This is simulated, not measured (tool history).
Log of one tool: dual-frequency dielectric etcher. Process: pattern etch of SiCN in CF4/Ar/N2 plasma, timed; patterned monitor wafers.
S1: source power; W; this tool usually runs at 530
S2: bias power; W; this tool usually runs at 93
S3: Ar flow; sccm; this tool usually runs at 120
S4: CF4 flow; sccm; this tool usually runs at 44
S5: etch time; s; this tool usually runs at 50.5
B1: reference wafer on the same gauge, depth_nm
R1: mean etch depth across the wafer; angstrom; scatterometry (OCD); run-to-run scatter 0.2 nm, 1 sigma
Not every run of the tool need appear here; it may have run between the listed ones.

Run 1, hour 0.0: usual settings; B1 51.24. Result: R1 555.8 angstrom.
Run 2, hour 70.1: usual settings but S3 135 sccm; B1 51.39. Result: R1 554.5 angstrom.
Run 3, hour 100.8: usual settings but S3 135 sccm; B1 51.26. Result: R1 552.1 angstrom.
At hour 135.9: wet clean of the chamber.
Run 4, hour 136.4: usual settings but S1 470 W; B1 51.32. Result: R1 507.0 angstrom.
Run 5, hour 159.0: usual settings but S2 102 W, S4 38 sccm, S5 55.5 s; B1 51.23. Result: R1 619.8 angstrom.
Run 6, hour 287.4: usual settings but S1 460 W; B1 51.26. Result: R1 496.7 angstrom.
At hour 350.4: CF4 flow controller replaced.
Run 7, hour 357.9: usual settings; B1 51.29. Result: R1 559.9 angstrom.
At hour 426.0: Ar flow controller replaced.
At hour 500.7: gauge calibrated.
At hour 528.8: source power generator calibrated.
Run 8, hour 529.3: usual settings but S2 109 W, S3 139 sccm, S4 50 sccm, S5 59.0 s; B1 51.31. Result: R1 703.4 angstrom.
At hour 604.5: upper electrode replaced.
Run 9, hour 605.0: usual settings but S1 480 W, S2 75 W, S3 149 sccm, S4 41 sccm; B1 51.35. Result: R1 452.8 angstrom.
At hour 621.7: bias power generator calibrated.
Run 10, hour 639.0: usual settings but S5 65.0 s; B1 51.29. Result: R1 716.9 angstrom.
Run 11, hour 676.5: usual settings but S1 470 W, S2 115 W, S3 97 sccm; B1 51.27. Result: R1 565.8 angstrom.
At hour 718.2: wet clean of the chamber.
Run 12, hour 724.8: usual settings; B1 51.28. Result: R1 559.2 angstrom.
Run 13, hour 756.6: usual settings but S2 79 W; B1 51.21. Result: R1 524.0 angstrom.
Run 14, hour 809.8: usual settings but S2 102 W, S3 139 sccm; B1 51.34. Result: R1 570.1 angstrom.
Run 15, hour 880.1: usual settings but S1 610 W, S2 109 W, S5 56.5 s; B1 51.31. Result: R1 751.2 angstrom.
Run 16, hour 950.8: usual settings but S2 83 W, S4 52 sccm; B1 51.30. Result: R1 551.2 angstrom.
Run 17, hour 991.0: usual settings; B1 51.28. Result: R1 558.5 angstrom.
Run 18, hour 1121.1: usual settings but S2 80 W, S3 135 sccm, S4 50 sccm, S5 43.0 s; B1 51.32. Result: R1 450.1 angstrom.
Run 19, hour 1179.3: usual settings but S1 600 W, S2 101 W, S4 49 sccm; B1 51.27. Result: R1 651.4 angstrom.
Run 20, hour 1247.9: usual settings; B1 51.31. Result: R1 557.1 angstrom.
At hour 1297.2: wet clean of the chamber.
Run 21, hour 1303.4: usual settings but S1 580 W, S2 116 W, S3 109 sccm, S4 36 sccm; B1 51.40. Result: R1 648.3 angstrom.
Run 22, hour 1350.6: usual settings but S1 430 W, S3 106 sccm, S5 39.5 s; B1 51.27. Result: R1 373.6 angstrom.

List, for all runs, the conditions of the tool that the log does not record:
etch rate over this chamber's usual, %: 0 in every run
source power that arrives over what is set, %: 0 in every run
bias power that arrives over what is set, %: 0 in every run
Ar flow that arrives over what is set, %: 0 in every run
CF4 flow that arrives over what is set, %: 0 in every run
gauge reads high (%): 0 in every run

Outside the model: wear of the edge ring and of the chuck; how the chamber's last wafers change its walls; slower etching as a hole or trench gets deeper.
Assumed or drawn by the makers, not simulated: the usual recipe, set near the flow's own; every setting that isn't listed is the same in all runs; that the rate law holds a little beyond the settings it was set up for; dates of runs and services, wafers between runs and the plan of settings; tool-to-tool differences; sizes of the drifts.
